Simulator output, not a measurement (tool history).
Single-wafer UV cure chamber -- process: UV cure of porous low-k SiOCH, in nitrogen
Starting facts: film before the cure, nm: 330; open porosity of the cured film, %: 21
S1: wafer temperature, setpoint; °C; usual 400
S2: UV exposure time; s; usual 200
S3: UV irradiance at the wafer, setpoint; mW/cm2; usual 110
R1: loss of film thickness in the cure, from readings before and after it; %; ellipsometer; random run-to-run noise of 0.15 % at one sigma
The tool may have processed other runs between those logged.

run   hour   S1   S2   S3      R1
  1    0.0  400  200  110  12.947
  2   30.5  400  200  110  12.744
  3   58.7  400  200  110  12.794
  4   73.9  400  200  110  12.583
  5  105.5  389  200  136  13.609
  6  122.1  389  200  136  13.559
  7  142.9  400  200  110  12.409
  8  164.6  400  200  110  12.546
  9  192.6  400  200  110  12.467
 10  211.6  400  200  110  12.524
 11  231.5  400  290  110  14.064
     240.9  -- UV bulbs replaced
 12  264.2  400  290  110  14.516
 13  298.9  400  290  110  14.346
 14  330.4  384  230  110  12.393
 15  347.2  391  200   74  10.063
 16  376.1  382  270   83  11.887
 17  408.3  400  200  110  12.108
 18  427.8  388  240  110  12.889
 19  449.6  386   85   78   6.303
     463.4  -- quartz window cleaned
 20  472.2  400  200  110  12.765
 21  484.4  393  200  110  12.754
 22  507.0  413  260   95  13.489
 23  526.4  415  280  138  16.153
 24  547.9  400  290  110  14.951
 25  566.9  400  200  110  12.755
 26  599.4  415  280  121  15.206
 27  621.4  400  235  110  13.665
 28  641.9  400  265  148  15.358
 29  659.7  400  200  110  12.778

Consider 3 possible next runs. They are alternatives, not a sequence: every one starts from the tool as it was left by run 29. What does each give?
  A  660.2  400  200  138   ?
  B  660.2  400  200   79   ?
  C  660.2  415  320   94   ?

run      R1
  A  13.841
  B  11.025
  C  14.587
What these runs would have given with no unlogged condition in the tool:
run      R1
  A  14.246
  B  11.406
  C  14.998
